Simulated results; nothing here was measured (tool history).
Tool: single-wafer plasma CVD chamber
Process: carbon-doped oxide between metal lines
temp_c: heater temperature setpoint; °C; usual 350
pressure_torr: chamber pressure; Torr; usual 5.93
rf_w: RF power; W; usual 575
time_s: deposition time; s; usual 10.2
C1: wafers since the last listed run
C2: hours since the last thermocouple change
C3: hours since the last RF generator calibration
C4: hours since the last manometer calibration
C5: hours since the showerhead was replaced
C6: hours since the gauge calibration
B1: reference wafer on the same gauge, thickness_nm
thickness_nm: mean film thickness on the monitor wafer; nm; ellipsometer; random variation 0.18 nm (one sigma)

{"run": 1, "day": 0.0, "temp_c": 350, "pressure_torr": 5.2, "rf_w": 575, "time_s": 10.2, "C1": 0, "C2": 995.6, "C3": 813.7, "C4": 665.4, "C5": 6833.1, "C6": 504.9, "B1": 67.948, "thickness_nm": 60.387}
{"run": 2, "day": 1.217, "temp_c": 350, "pressure_torr": 5.2, "rf_w": 575, "time_s": 10.2, "C1": 480, "C2": 1024.8, "C3": 842.9, "C4": 694.6, "C5": 6862.3, "C6": 534.1, "B1": 67.886, "thickness_nm": 60.565}
{"run": 3, "day": 2.804, "temp_c": 350, "pressure_torr": 5.2, "rf_w": 575, "time_s": 10.2, "C1": 626, "C2": 1062.9, "C3": 881, "C4": 732.7, "C5": 6900.4, "C6": 572.2, "B1": 67.871, "thickness_nm": 60.624}
{"run": 4, "day": 4.504, "temp_c": 350, "pressure_torr": 5.93, "rf_w": 575, "time_s": 10.2, "C1": 671, "C2": 1103.7, "C3": 921.8, "C4": 773.5, "C5": 6941.2, "C6": 613, "B1": 67.865, "thickness_nm": 61.376}
{"run": 5, "day": 5.758, "temp_c": 350, "pressure_torr": 5.93, "rf_w": 575, "time_s": 10.2, "C1": 495, "C2": 1133.8, "C3": 951.9, "C4": 803.6, "C5": 6971.3, "C6": 643.1, "B1": 67.81, "thickness_nm": 61.412}
{"day": 8.596, "done": "RF generator calibrated"}
{"run": 6, "day": 8.608, "temp_c": 350, "pressure_torr": 5.93, "rf_w": 575, "time_s": 10.2, "C1": 993, "C2": 1202.2, "C3": 0.3, "C4": 872, "C5": 7039.7, "C6": 711.5, "B1": 67.797, "thickness_nm": 61.462}
{"run": 7, "day": 11.254, "temp_c": 342, "pressure_torr": 5.93, "rf_w": 575, "time_s": 10.2, "C1": 1044, "C2": 1265.7, "C3": 63.8, "C4": 935.5, "C5": 7103.2, "C6": 775, "B1": 67.732, "thickness_nm": 62.875}
{"day": 12.588, "done": "thermocouple changed; heater temperature recalibrated"}
{"run": 8, "day": 12.608, "temp_c": 342, "pressure_torr": 5.93, "rf_w": 575, "time_s": 10.2, "C1": 403, "C2": 0.5, "C3": 96.3, "C4": 968, "C5": 7135.7, "C6": 807.5, "B1": 67.724, "thickness_nm": 62.837}
{"run": 9, "day": 13.404, "temp_c": 350, "pressure_torr": 5.93, "rf_w": 575, "time_s": 10.2, "C1": 314, "C2": 19.6, "C3": 115.4, "C4": 987.1, "C5": 7154.8, "C6": 826.6, "B1": 67.745, "thickness_nm": 61.319}
{"run": 10, "day": 15.208, "temp_c": 350, "pressure_torr": 5.93, "rf_w": 575, "time_s": 10.2, "C1": 712, "C2": 62.9, "C3": 158.7, "C4": 1030.4, "C5": 7198.1, "C6": 869.9, "B1": 67.731, "thickness_nm": 60.992}
{"run": 11, "day": 18.062, "temp_c": 350, "pressure_torr": 5.93, "rf_w": 575, "time_s": 10.8, "C1": 1126, "C2": 131.4, "C3": 227.2, "C4": 1098.9, "C5": 7266.6, "C6": 938.4, "B1": 67.709, "thickness_nm": 64.966}
{"day": 19.621, "done": "capacitance manometer re-zeroed and calibrated"}
{"run": 12, "day": 20.362, "temp_c": 355, "pressure_torr": 5.33, "rf_w": 480, "time_s": 8.4, "C1": 776, "C2": 186.6, "C3": 282.4, "C4": 17.8, "C5": 7321.8, "C6": 993.6, "B1": 67.697, "thickness_nm": 43.411}
{"run": 13, "day": 22.371, "temp_c": 346, "pressure_torr": 4.6, "rf_w": 690, "time_s": 11.1, "C1": 792, "C2": 234.8, "C3": 330.6, "C4": 66, "C5": 7370, "C6": 1041.8, "B1": 67.666, "thickness_nm": 73.31}
{"run": 14, "day": 24.888, "temp_c": 350, "pressure_torr": 5.93, "rf_w": 545, "time_s": 8.2, "C1": 993, "C2": 295.2, "C3": 391, "C4": 126.4, "C5": 7430.4, "C6": 1102.2, "B1": 67.687, "thickness_nm": 47.607}
{"run": 15, "day": 27.388, "temp_c": 364, "pressure_torr": 6.67, "rf_w": 520, "time_s": 8.4, "C1": 987, "C2": 355.2, "C3": 451, "C4": 186.4, "C5": 7490.4, "C6": 1162.2, "B1": 67.647, "thickness_nm": 46.439}
{"run": 16, "day": 29.096, "temp_c": 338, "pressure_torr": 5.93, "rf_w": 495, "time_s": 12.2, "C1": 674, "C2": 396.2, "C3": 492, "C4": 227.4, "C5": 7531.4, "C6": 1203.2, "B1": 67.714, "thickness_nm": 68.091}
{"run": 17, "day": 31.067, "temp_c": 350, "pressure_torr": 6.44, "rf_w": 545, "time_s": 10.9, "C1": 778, "C2": 443.5, "C3": 539.3, "C4": 274.7, "C5": 7578.7, "C6": 1250.5, "B1": 67.693, "thickness_nm": 63.77}
{"run": 18, "day": 33.538, "temp_c": 344, "pressure_torr": 5.93, "rf_w": 575, "time_s": 10.2, "C1": 975, "C2": 502.8, "C3": 598.6, "C4": 334, "C5": 7638, "C6": 1309.8, "B1": 67.655, "thickness_nm": 62.156}
{"day": 34.246, "done": "showerhead replaced"}
{"run": 19, "day": 36.462, "temp_c": 343, "pressure_torr": 5.93, "rf_w": 575, "time_s": 11.4, "C1": 1023, "C2": 573, "C3": 668.8, "C4": 404.2, "C5": 53.2, "C6": 1380, "B1": 67.621, "thickness_nm": 69.598}
{"day": 37.646, "done": "gauge calibrated"}
{"run": 20, "day": 37.679, "temp_c": 356, "pressure_torr": 4.57, "rf_w": 575, "time_s": 10.2, "C1": 480, "C2": 602.2, "C3": 698, "C4": 433.4, "C5": 82.4, "C6": 0.8, "B1": 68.615, "thickness_nm": 58.703}
{"run": 21, "day": 38.758, "temp_c": 359, "pressure_torr": 5.93, "rf_w": 495, "time_s": 9.5, "C1": 426, "C2": 628.1, "C3": 723.9, "C4": 459.3, "C5": 108.3, "C6": 26.7, "B1": 68.604, "thickness_nm": 51.038}
{"run": 22, "day": 39.908, "temp_c": 350, "pressure_torr": 5.93, "rf_w": 575, "time_s": 10.9, "C1": 454, "C2": 655.7, "C3": 751.5, "C4": 486.9, "C5": 135.9, "C6": 54.3, "B1": 68.514, "thickness_nm": 66.418}
{"run": 23, "day": 41.075, "temp_c": 364, "pressure_torr": 5.02, "rf_w": 515, "time_s": 11.3, "C1": 460, "C2": 683.7, "C3": 779.5, "C4": 514.9, "C5": 163.9, "C6": 82.3, "B1": 68.457, "thickness_nm": 59.984}
{"run": 24, "day": 43.883, "temp_c": 356, "pressure_torr": 5.12, "rf_w": 645, "time_s": 11.9, "C1": 1108, "C2": 751.1, "C3": 846.9, "C4": 582.3, "C5": 231.3, "C6": 149.7, "B1": 68.382, "thickness_nm": 74.814}
{"run": 25, "day": 51.262, "temp_c": 358, "pressure_torr": 5.93, "rf_w": 575, "time_s": 10.9, "C1": 2913, "C2": 928.2, "C3": 1024, "C4": 759.4, "C5": 408.4, "C6": 326.8, "B1": 68.163, "thickness_nm": 64.508}
{"run": 26, "day": 52.446, "temp_c": 343, "pressure_torr": 5.93, "rf_w": 575, "time_s": 11.4, "C1": 467, "C2": 956.6, "C3": 1052.4, "C4": 787.8, "C5": 436.8, "C6": 355.2, "B1": 68.106, "thickness_nm": 70.15}
{"run": 27, "day": 53.867, "temp_c": 354, "pressure_torr": 4.64, "rf_w": 575, "time_s": 12, "C1": 560, "C2": 990.7, "C3": 1086.5, "C4": 821.9, "C5": 470.9, "C6": 389.3, "B1": 68.112, "thickness_nm": 69.323}
{"day": 54.775, "done": "RF generator calibrated"}
{"run": 28, "day": 55.688, "temp_c": 350, "pressure_torr": 5.93, "rf_w": 575, "time_s": 10.2, "C1": 587, "C2": 1034.4, "C3": 21.9, "C4": 865.6, "C5": 514.6, "C6": 433, "B1": 68.058, "thickness_nm": 62.121}
{"day": 56.167, "done": "thermocouple changed; heater temperature recalibrated"}
{"day": 57.346, "done": "capacitance manometer re-zeroed and calibrated"}
{"run": 29, "day": 60.442, "temp_c": 357, "pressure_torr": 5.93, "rf_w": 575, "time_s": 10.2, "C1": 1613, "C2": 102.6, "C3": 136, "C4": 74.3, "C5": 628.7, "C6": 547.1, "B1": 67.959, "thickness_nm": 60.699}

3 ways to go on from here, each from the tool as it stands after run 29. What would each give?
{"run": "A", "day": 60.458, "temp_c": 350, "pressure_torr": 5.93, "rf_w": 575, "time_s": 10.2, "C1": 6, "C2": 103, "C3": 136.4, "C4": 74.7, "C5": 629.1, "C6": 547.5, "B1": "?", "thickness_nm": "?"}
{"run": "B", "day": 60.458, "temp_c": 346, "pressure_torr": 6.42, "rf_w": 630, "time_s": 10.2, "C1": 6, "C2": 103, "C3": 136.4, "C4": 74.7, "C5": 629.1, "C6": 547.5, "B1": "?", "thickness_nm": "?"}
{"run": "C", "day": 60.458, "temp_c": 357, "pressure_torr": 6.76, "rf_w": 660, "time_s": 9.2, "C1": 6, "C2": 103, "C3": 136.4, "C4": 74.7, "C5": 629.1, "C6": 547.5, "B1": "?", "thickness_nm": "?"}

run=A B1=67.979 thickness_nm=61.636
run=B B1=67.979 thickness_nm=66.845
run=C B1=67.979 thickness_nm=60.828
Without the tool's hidden state the same runs would have given:
run=A thickness_nm=62.106
run=B thickness_nm=67.354
run=C thickness_nm=61.292

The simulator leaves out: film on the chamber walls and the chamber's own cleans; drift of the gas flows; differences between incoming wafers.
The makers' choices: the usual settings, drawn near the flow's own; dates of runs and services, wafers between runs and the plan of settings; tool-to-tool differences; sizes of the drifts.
